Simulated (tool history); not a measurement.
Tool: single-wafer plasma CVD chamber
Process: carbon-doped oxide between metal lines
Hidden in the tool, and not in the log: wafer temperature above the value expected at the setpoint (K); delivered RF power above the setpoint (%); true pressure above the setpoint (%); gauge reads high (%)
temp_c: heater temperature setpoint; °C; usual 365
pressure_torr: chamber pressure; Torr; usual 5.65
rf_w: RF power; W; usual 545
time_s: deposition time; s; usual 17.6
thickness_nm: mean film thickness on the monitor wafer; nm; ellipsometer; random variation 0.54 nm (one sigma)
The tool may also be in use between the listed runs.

run	hour	temp_c	pressure_torr	rf_w	time_s	wafers since the last listed run	hours since the last thermocouple change	hours since the last RF generator calibration	hours since the last manometer calibration	hours since the showerhead was replaced	hours since the gauge calibration	read-back reference wafer on the same gauge, thickness_nm	thickness_nm
1	0.0	354	5.65	545	17.6	0	810.4	1074.0	1533.6	6057.0	1439.5	80.056	89.579
2	33.1	365	5.65	545	17.6	748	843.5	1107.1	1566.7	6090.1	1472.6	79.966	88.466
3	91.1	365	5.65	545	17.6	1311	901.5	1165.1	1624.7	6148.1	1530.6	79.969	87.799
4	149.3	365	5.65	465	17.6	1315	959.7	1223.3	1682.9	6206.3	1588.8	79.989	72.889
5	191.7	365	5.65	465	17.6	958	1002.1	1265.7	1725.3	6248.7	1631.2	79.944	72.400
6	218.2	365	5.65	465	17.6	599	1028.6	1292.2	1751.8	6275.2	1657.7	79.899	73.653
7	273.1	365	5.65	545	17.6	1241	1083.5	1347.1	1806.7	6330.1	1712.6	80.083	87.265
8	313.8	365	5.65	545	17.6	920	1124.2	1387.8	1847.4	6370.8	1753.3	79.842	85.877
# hour 323.8: showerhead replaced
9	340.9	365	5.65	545	17.6	431	1151.3	1414.9	1874.5	17.1	1780.4	80.045	85.806
10	406.9	365	5.65	545	17.6	1492	1217.3	1480.9	1940.5	83.1	1846.4	79.956	85.351
11	453.4	365	5.65	545	17.6	1051	1263.8	1527.4	1987.0	129.6	1892.9	80.076	85.319
12	481.3	365	5.65	495	17.6	630	1291.7	1555.3	2014.9	157.5	1920.8	80.019	77.249
# hour 490.4: gauge calibrated
13	535.7	365	5.65	495	17.6	1229	1346.1	1609.7	2069.3	211.9	45.3	80.028	76.684
14	598.9	354	6.73	505	20.3	1428	1409.3	1672.9	2132.5	275.1	108.5	79.991	92.292
# hour 625.9: RF generator calibrated
15	668.6	365	5.65	480	17.6	1394	1479.0	42.7	2202.2	344.8	178.2	80.063	79.710
# hour 758.8: capacitance manometer re-zeroed and calibrated
16	845.6	365	5.05	445	20.3	3820	1656.0	219.7	86.8	521.8	355.2	80.015	82.625
17	880.8	354	5.65	545	17.6	795	1691.2	254.9	122.0	557.0	390.4	80.023	92.747
18	912.3	376	4.77	585	14.8	712	1722.7	286.4	153.5	588.5	421.9	79.932	78.270
19	978.4	365	5.65	545	17.6	1494	1788.8	352.5	219.6	654.6	488.0	79.988	90.551
# hour 1006.4: thermocouple changed; heater temperature recalibrated
20	1030.7	365	5.65	545	15.0	1001	24.3	404.8	271.9	706.9	540.3	79.876	77.610
21	1087.1	365	5.65	545	17.6	1275	80.7	461.2	328.3	763.3	596.7	79.977	89.217
22	1155.7	365	5.65	545	17.6	1550	149.3	529.8	396.9	831.9	665.3	80.101	90.383
23	1198.5	365	6.05	455	19.1	967	192.1	572.6	439.7	874.7	708.1	80.128	78.945
24	1254.1	365	5.65	575	19.6	1257	247.7	628.2	495.3	930.3	763.7	79.842	104.623
25	1313.4	352	4.42	465	17.6	1340	307.0	687.5	554.6	989.6	823.0	80.011	75.534
26	1345.3	365	5.65	545	15.7	721	338.9	719.4	586.5	1021.5	854.9	79.974	79.777
27	1406.1	354	6.73	505	20.3	1374	399.7	780.2	647.3	1082.3	915.7	79.980	98.608
28	1459.5	352	5.65	545	17.6	1207	453.1	833.6	700.7	1135.7	969.1	79.916	92.078
29	1497.1	365	5.65	545	17.6	850	490.7	871.2	738.3	1173.3	1006.7	79.958	88.424

3 ways to go on from here, each from the tool as it stands after run 29. What would each give?
A	1497.5	365	5.65	645	17.6	9	491.1	871.6	738.7	1173.7	1007.1	?	?
B	1497.5	365	5.65	625	17.6	9	491.1	871.6	738.7	1173.7	1007.1	?	?
C	1497.5	372	5.65	620	17.6	9	491.1	871.6	738.7	1173.7	1007.1	?	?

run	read-back reference wafer on the same gauge, thickness_nm	thickness_nm
A	79.977	103.769
B	79.977	100.952
C	79.977	98.776
Without the tool's hidden state the same runs would have given:
run	thickness_nm
A	107.048
B	104.172
C	101.942
